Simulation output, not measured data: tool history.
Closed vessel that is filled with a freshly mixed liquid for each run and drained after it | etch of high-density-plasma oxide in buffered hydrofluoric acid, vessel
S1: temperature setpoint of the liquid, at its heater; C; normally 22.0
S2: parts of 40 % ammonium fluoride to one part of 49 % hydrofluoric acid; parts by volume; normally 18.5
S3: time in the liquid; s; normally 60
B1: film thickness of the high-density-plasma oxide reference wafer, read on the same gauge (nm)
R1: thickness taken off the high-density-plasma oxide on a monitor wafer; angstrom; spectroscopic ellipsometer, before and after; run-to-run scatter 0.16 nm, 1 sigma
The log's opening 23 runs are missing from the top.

{"run": 24, "hour": 698.4, "S1": 19.0, "S2": 13.0, "S3": 45, "B1": 110.0, "R1": 366.7}
{"run": 25, "hour": 729.3, "S1": 22.0, "S2": 18.5, "S3": 60, "B1": 110.01, "R1": 406.8}
{"run": 26, "hour": 747.5, "S1": 18.5, "S2": 18.5, "S3": 35, "B1": 110.04, "R1": 194.7}
{"run": 27, "hour": 774.5, "S1": 22.0, "S2": 18.5, "S3": 60, "B1": 109.98, "R1": 407.2}
{"run": 28, "hour": 791.0, "S1": 22.0, "S2": 18.5, "S3": 60, "B1": 109.96, "R1": 407.0}
{"run": 29, "hour": 826.9, "S1": 17.0, "S2": 24.0, "S3": 45, "B1": 109.99, "R1": 187.0}
{"run": 30, "hour": 844.7, "S1": 19.5, "S2": 13.0, "S3": 40, "B1": 110.03, "R1": 331.6}
{"run": 31, "hour": 873.3, "S1": 22.0, "S2": 13.5, "S3": 60, "B1": 110.01, "R1": 554.1}

5 ways to go on from here, each from the tool as it stands after run 31. What would each give?
{"run": "A", "hour": 874.0, "S1": 22.0, "S2": 18.5, "S3": 60, "B1": "?", "R1": "?"}
{"run": "B", "hour": 874.0, "S1": 20.5, "S2": 13.5, "S3": 95, "B1": "?", "R1": "?"}
{"run": "C", "hour": 874.0, "S1": 19.5, "S2": 22.0, "S3": 85, "B1": "?", "R1": "?"}
{"run": "D", "hour": 874.0, "S1": 23.5, "S2": 18.5, "S3": 75, "B1": "?", "R1": "?"}
{"run": "E", "hour": 874.0, "S1": 18.0, "S2": 22.0, "S3": 75, "B1": "?", "R1": "?"}

run=A B1=109.98 R1=404.7
run=B B1=109.98 R1=803.8
run=C B1=109.98 R1=432.3
run=D B1=109.98 R1=549.5
run=E B1=109.98 R1=350.3
What these runs would have given with no unlogged condition in the tool:
run=A R1=404.7
run=B R1=803.8
run=C R1=432.3
run=D R1=549.5
run=E R1=350.3
